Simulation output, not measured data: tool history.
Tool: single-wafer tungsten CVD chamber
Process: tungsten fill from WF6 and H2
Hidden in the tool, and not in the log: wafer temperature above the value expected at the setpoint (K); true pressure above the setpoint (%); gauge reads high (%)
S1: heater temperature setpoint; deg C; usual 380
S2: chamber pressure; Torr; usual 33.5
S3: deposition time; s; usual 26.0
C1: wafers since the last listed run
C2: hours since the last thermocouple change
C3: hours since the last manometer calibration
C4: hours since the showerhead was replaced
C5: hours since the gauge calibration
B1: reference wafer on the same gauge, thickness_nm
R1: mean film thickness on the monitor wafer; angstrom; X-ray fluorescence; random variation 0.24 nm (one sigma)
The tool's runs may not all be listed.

Run 1, hour 0.0: usual settings; C1 0; C2 1435.5; C3 1055.7; C4 3178.5; C5 372.6; B1 59.507. Result: R1 516.15 angstrom.
Run 2, hour 21.4: usual settings; C1 352; C2 1456.9; C3 1077.1; C4 3199.9; C5 394.0; B1 59.562. Result: R1 518.61 angstrom.
Run 3, hour 34.1: usual settings; C1 209; C2 1469.6; C3 1089.8; C4 3212.6; C5 406.7; B1 59.626. Result: R1 517.36 angstrom.
Run 4, hour 59.6: usual settings but S2 27.2 Torr; C1 419; C2 1495.1; C3 1115.3; C4 3238.1; C5 432.2; B1 59.530. Result: R1 429.69 angstrom.
Run 5, hour 81.9: usual settings but S2 27.2 Torr; C1 367; C2 1517.4; C3 1137.6; C4 3260.4; C5 454.5; B1 59.679. Result: R1 430.13 angstrom.
Run 6, hour 109.4: usual settings; C1 452; C2 1544.9; C3 1165.1; C4 3287.9; C5 482.0; B1 59.616. Result: R1 516.75 angstrom.
Run 7, hour 133.6: usual settings; C1 398; C2 1569.1; C3 1189.3; C4 3312.1; C5 506.2; B1 59.658. Result: R1 512.31 angstrom.
Run 8, hour 191.3: usual settings; C1 949; C2 1626.8; C3 1247.0; C4 3369.8; C5 563.9; B1 59.578. Result: R1 509.72 angstrom.
Run 9, hour 219.8: usual settings; C1 469; C2 1655.3; C3 1275.5; C4 3398.3; C5 592.4; B1 59.649. Result: R1 508.75 angstrom.
Run 10, hour 240.8: usual settings; C1 345; C2 1676.3; C3 1296.5; C4 3419.3; C5 613.4; B1 59.626. Result: R1 512.30 angstrom.
Run 11, hour 269.0: usual settings but S3 22.4 s; C1 464; C2 1704.5; C3 1324.7; C4 3447.5; C5 641.6; B1 59.559. Result: R1 440.97 angstrom.
Run 12, hour 300.1: usual settings; C1 512; C2 1735.6; C3 1355.8; C4 3478.6; C5 672.7; B1 59.620. Result: R1 513.17 angstrom.
At hour 326.1: showerhead replaced.
Run 13, hour 327.6: usual settings; C1 321; C2 1763.1; C3 1383.3; C4 1.5; C5 700.2; B1 59.569. Result: R1 505.25 angstrom.
Run 14, hour 359.4: usual settings; C1 523; C2 1794.9; C3 1415.1; C4 33.3; C5 732.0; B1 59.643. Result: R1 509.90 angstrom.
Run 15, hour 378.7: usual settings; C1 317; C2 1814.2; C3 1434.4; C4 52.6; C5 751.3; B1 59.706. Result: R1 507.06 angstrom.
Run 16, hour 399.4: usual settings but S3 27.2 s; C1 340; C2 1834.9; C3 1455.1; C4 73.3; C5 772.0; B1 59.639. Result: R1 527.94 angstrom.
At hour 420.5: capacitance manometer re-zeroed and calibrated.
Run 17, hour 426.7: usual settings but S1 368 deg C; C1 317; C2 1862.2; C3 6.2; C4 100.6; C5 799.3; B1 59.581. Result: R1 402.44 angstrom.
Run 18, hour 452.8: usual settings but S2 28.2 Torr; C1 429; C2 1888.3; C3 32.3; C4 126.7; C5 825.4; B1 59.581. Result: R1 463.42 angstrom.
Run 19, hour 476.7: usual settings but S1 394 deg C, S2 35.9 Torr, S3 29.7 s; C1 393; C2 1912.2; C3 56.2; C4 150.6; C5 849.3; B1 59.651. Result: R1 881.63 angstrom.

The next listed run, before its measurement:
At hour 481.9: gauge calibrated.
Run 20, hour 510.7: usual settings but S3 27.9 s; C1 559; C2 1946.2; C3 90.2; C4 184.6; C5 28.8; B1 ?. Result: R1 ?.

Run 20 gave B1 59.589, R1 575.32 angstrom.
Without the tool's hidden state the same run would have given R1 580.27 angstrom.

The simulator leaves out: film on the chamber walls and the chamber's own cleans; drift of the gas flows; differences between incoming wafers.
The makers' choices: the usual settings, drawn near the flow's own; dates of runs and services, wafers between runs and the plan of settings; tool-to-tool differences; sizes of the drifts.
